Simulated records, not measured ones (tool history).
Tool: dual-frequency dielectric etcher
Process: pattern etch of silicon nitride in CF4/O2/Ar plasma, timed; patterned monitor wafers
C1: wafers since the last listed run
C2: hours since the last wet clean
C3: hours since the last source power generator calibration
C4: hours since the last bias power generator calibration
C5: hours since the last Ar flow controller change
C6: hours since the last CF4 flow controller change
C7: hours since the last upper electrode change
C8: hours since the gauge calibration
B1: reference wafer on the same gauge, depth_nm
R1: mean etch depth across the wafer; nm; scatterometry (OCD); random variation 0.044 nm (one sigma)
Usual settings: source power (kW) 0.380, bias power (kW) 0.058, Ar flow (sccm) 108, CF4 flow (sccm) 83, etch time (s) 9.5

{"run": 1, "day": 0.0, "source power (kW)": 0.38, "bias power (kW)": 0.058, "Ar flow (sccm)": 108, "CF4 flow (sccm)": 83, "etch time (s)": 9.5, "C1": 0, "C2": 0.5, "C3": 1584.4, "C4": 3809.4, "C5": 3327.0, "C6": 4764.6, "C7": 4904.8, "C8": 325.2, "B1": 14.68, "R1": 14.33}
{"run": 2, "day": 1.188, "source power (kW)": 0.38, "bias power (kW)": 0.058, "Ar flow (sccm)": 108, "CF4 flow (sccm)": 83, "etch time (s)": 9.5, "C1": 492, "C2": 29.0, "C3": 1612.9, "C4": 3837.9, "C5": 3355.5, "C6": 4793.1, "C7": 4933.3, "C8": 353.7, "B1": 14.68, "R1": 14.26}
{"run": 3, "day": 3.512, "source power (kW)": 0.38, "bias power (kW)": 0.058, "Ar flow (sccm)": 108, "CF4 flow (sccm)": 83, "etch time (s)": 9.5, "C1": 964, "C2": 84.8, "C3": 1668.7, "C4": 3893.7, "C5": 3411.3, "C6": 4848.9, "C7": 4989.1, "C8": 409.5, "B1": 14.71, "R1": 14.26}
{"day": 5.004, "done": "Ar flow controller replaced"}
{"run": 4, "day": 5.025, "source power (kW)": 0.38, "bias power (kW)": 0.058, "Ar flow (sccm)": 108, "CF4 flow (sccm)": 95, "etch time (s)": 9.5, "C1": 523, "C2": 121.1, "C3": 1705.0, "C4": 3930.0, "C5": 0.5, "C6": 4885.2, "C7": 5025.4, "C8": 445.8, "B1": 14.69, "R1": 14.46}
{"run": 5, "day": 7.467, "source power (kW)": 0.38, "bias power (kW)": 0.058, "Ar flow (sccm)": 108, "CF4 flow (sccm)": 95, "etch time (s)": 9.5, "C1": 1013, "C2": 179.7, "C3": 1763.6, "C4": 3988.6, "C5": 59.1, "C6": 4943.8, "C7": 5084.0, "C8": 504.4, "B1": 14.7, "R1": 14.44}
{"day": 9.388, "done": "upper electrode replaced, of another model than before"}
{"run": 6, "day": 9.408, "source power (kW)": 0.38, "bias power (kW)": 0.058, "Ar flow (sccm)": 108, "CF4 flow (sccm)": 83, "etch time (s)": 9.5, "C1": 390, "C2": 226.3, "C3": 1810.2, "C4": 4035.2, "C5": 105.7, "C6": 4990.4, "C7": 0.5, "C8": 551.0, "B1": 14.69, "R1": 14.27}
{"run": 7, "day": 13.467, "source power (kW)": 0.38, "bias power (kW)": 0.07, "Ar flow (sccm)": 108, "CF4 flow (sccm)": 83, "etch time (s)": 7.5, "C1": 1684, "C2": 323.7, "C3": 1907.6, "C4": 4132.6, "C5": 203.1, "C6": 5087.8, "C7": 97.9, "C8": 648.4, "B1": 14.72, "R1": 11.76}
{"run": 8, "day": 16.458, "source power (kW)": 0.38, "bias power (kW)": 0.058, "Ar flow (sccm)": 108, "CF4 flow (sccm)": 83, "etch time (s)": 9.5, "C1": 1241, "C2": 395.5, "C3": 1979.4, "C4": 4204.4, "C5": 274.9, "C6": 5159.6, "C7": 169.7, "C8": 720.2, "B1": 14.71, "R1": 14.05}
{"run": 9, "day": 19.154, "source power (kW)": 0.38, "bias power (kW)": 0.058, "Ar flow (sccm)": 108, "CF4 flow (sccm)": 83, "etch time (s)": 9.5, "C1": 1118, "C2": 460.2, "C3": 2044.1, "C4": 4269.1, "C5": 339.6, "C6": 5224.3, "C7": 234.4, "C8": 784.9, "B1": 14.7, "R1": 14.13}
{"day": 19.246, "done": "gauge calibrated"}
{"day": 20.358, "done": "wet clean of the chamber"}
{"day": 20.767, "done": "bias power generator calibrated"}
{"run": 10, "day": 21.729, "source power (kW)": 0.38, "bias power (kW)": 0.058, "Ar flow (sccm)": 108, "CF4 flow (sccm)": 83, "etch time (s)": 9.5, "C1": 584, "C2": 32.9, "C3": 2105.9, "C4": 23.1, "C5": 401.4, "C6": 5286.1, "C7": 296.2, "C8": 59.6, "B1": 14.7, "R1": 14.29}
{"run": 11, "day": 23.842, "source power (kW)": 0.38, "bias power (kW)": 0.058, "Ar flow (sccm)": 108, "CF4 flow (sccm)": 83, "etch time (s)": 9.5, "C1": 876, "C2": 83.6, "C3": 2156.6, "C4": 73.8, "C5": 452.1, "C6": 5336.8, "C7": 346.9, "C8": 110.3, "B1": 14.7, "R1": 14.17}
{"day": 25.992, "done": "source power generator calibrated"}
{"run": 12, "day": 26.012, "source power (kW)": 0.38, "bias power (kW)": 0.058, "Ar flow (sccm)": 108, "CF4 flow (sccm)": 72, "etch time (s)": 9.5, "C1": 831, "C2": 135.7, "C3": 0.5, "C4": 125.9, "C5": 504.2, "C6": 5388.9, "C7": 399.0, "C8": 162.4, "B1": 14.68, "R1": 14.05}
{"day": 27.942, "done": "CF4 flow controller replaced"}
{"run": 13, "day": 28.571, "source power (kW)": 0.38, "bias power (kW)": 0.063, "Ar flow (sccm)": 108, "CF4 flow (sccm)": 83, "etch time (s)": 9.5, "C1": 958, "C2": 197.1, "C3": 61.9, "C4": 187.3, "C5": 565.6, "C6": 15.1, "C7": 460.4, "C8": 223.8, "B1": 14.71, "R1": 14.5}
{"run": 14, "day": 30.075, "source power (kW)": 0.38, "bias power (kW)": 0.058, "Ar flow (sccm)": 108, "CF4 flow (sccm)": 62, "etch time (s)": 9.5, "C1": 624, "C2": 233.2, "C3": 98.0, "C4": 223.4, "C5": 601.7, "C6": 51.2, "C7": 496.5, "C8": 259.9, "B1": 14.71, "R1": 13.72}
{"run": 15, "day": 31.796, "source power (kW)": 0.34, "bias power (kW)": 0.049, "Ar flow (sccm)": 122, "CF4 flow (sccm)": 83, "etch time (s)": 9.5, "C1": 714, "C2": 274.5, "C3": 139.3, "C4": 264.7, "C5": 643.0, "C6": 92.5, "C7": 537.8, "C8": 301.2, "B1": 14.68, "R1": 12.49}
{"run": 16, "day": 33.583, "source power (kW)": 0.44, "bias power (kW)": 0.044, "Ar flow (sccm)": 100, "CF4 flow (sccm)": 83, "etch time (s)": 11.5, "C1": 741, "C2": 317.4, "C3": 182.2, "C4": 307.6, "C5": 685.9, "C6": 135.4, "C7": 580.7, "C8": 344.1, "B1": 14.71, "R1": 17.68}
{"run": 17, "day": 35.767, "source power (kW)": 0.38, "bias power (kW)": 0.058, "Ar flow (sccm)": 108, "CF4 flow (sccm)": 92, "etch time (s)": 10.5, "C1": 906, "C2": 369.8, "C3": 234.6, "C4": 360.0, "C5": 738.3, "C6": 187.8, "C7": 633.1, "C8": 396.5, "B1": 14.7, "R1": 15.73}
{"run": 18, "day": 38.4, "source power (kW)": 0.32, "bias power (kW)": 0.058, "Ar flow (sccm)": 121, "CF4 flow (sccm)": 83, "etch time (s)": 11.5, "C1": 1092, "C2": 433.0, "C3": 297.8, "C4": 423.2, "C5": 801.5, "C6": 251.0, "C7": 696.3, "C8": 459.7, "B1": 14.69, "R1": 15.09}
{"run": 19, "day": 39.829, "source power (kW)": 0.38, "bias power (kW)": 0.058, "Ar flow (sccm)": 108, "CF4 flow (sccm)": 83, "etch time (s)": 12.0, "C1": 593, "C2": 467.3, "C3": 332.1, "C4": 457.5, "C5": 835.8, "C6": 285.3, "C7": 730.6, "C8": 494.0, "B1": 14.7, "R1": 17.72}
{"day": 41.854, "done": "wet clean of the chamber"}
{"run": 20, "day": 41.875, "source power (kW)": 0.38, "bias power (kW)": 0.058, "Ar flow (sccm)": 108, "CF4 flow (sccm)": 83, "etch time (s)": 9.5, "C1": 434, "C2": 0.5, "C3": 381.2, "C4": 506.6, "C5": 884.9, "C6": 334.4, "C7": 779.7, "C8": 543.1, "B1": 14.72, "R1": 14.29}

Forecast each of these 5 alternatives for the next run:
{"run": "A", "day": 41.892, "source power (kW)": 0.38, "bias power (kW)": 0.058, "Ar flow (sccm)": 108, "CF4 flow (sccm)": 83, "etch time (s)": 9.5, "C1": 6, "C2": 0.9, "C3": 381.6, "C4": 507.0, "C5": 885.3, "C6": 334.8, "C7": 780.1, "C8": 543.5, "B1": "?", "R1": "?"}
{"run": "B", "day": 41.892, "source power (kW)": 0.38, "bias power (kW)": 0.058, "Ar flow (sccm)": 108, "CF4 flow (sccm)": 92, "etch time (s)": 9.5, "C1": 6, "C2": 0.9, "C3": 381.6, "C4": 507.0, "C5": 885.3, "C6": 334.8, "C7": 780.1, "C8": 543.5, "B1": "?", "R1": "?"}
{"run": "C", "day": 41.892, "source power (kW)": 0.38, "bias power (kW)": 0.058, "Ar flow (sccm)": 97, "CF4 flow (sccm)": 83, "etch time (s)": 10.5, "C1": 6, "C2": 0.9, "C3": 381.6, "C4": 507.0, "C5": 885.3, "C6": 334.8, "C7": 780.1, "C8": 543.5, "B1": "?", "R1": "?"}
{"run": "D", "day": 41.892, "source power (kW)": 0.38, "bias power (kW)": 0.067, "Ar flow (sccm)": 94, "CF4 flow (sccm)": 83, "etch time (s)": 9.5, "C1": 6, "C2": 0.9, "C3": 381.6, "C4": 507.0, "C5": 885.3, "C6": 334.8, "C7": 780.1, "C8": 543.5, "B1": "?", "R1": "?"}
{"run": "E", "day": 41.892, "source power (kW)": 0.38, "bias power (kW)": 0.058, "Ar flow (sccm)": 117, "CF4 flow (sccm)": 83, "etch time (s)": 9.5, "C1": 6, "C2": 0.9, "C3": 381.6, "C4": 507.0, "C5": 885.3, "C6": 334.8, "C7": 780.1, "C8": 543.5, "B1": "?", "R1": "?"}

run=A B1=14.69 R1=14.25
run=B B1=14.69 R1=14.41
run=C B1=14.69 R1=15.99
run=D B1=14.69 R1=15.10
run=E B1=14.69 R1=14.09
Without the tool's hidden state the same runs would have given:
run=A R1=14.25
run=B R1=14.40
run=C R1=15.98
run=D R1=15.09
run=E R1=14.09
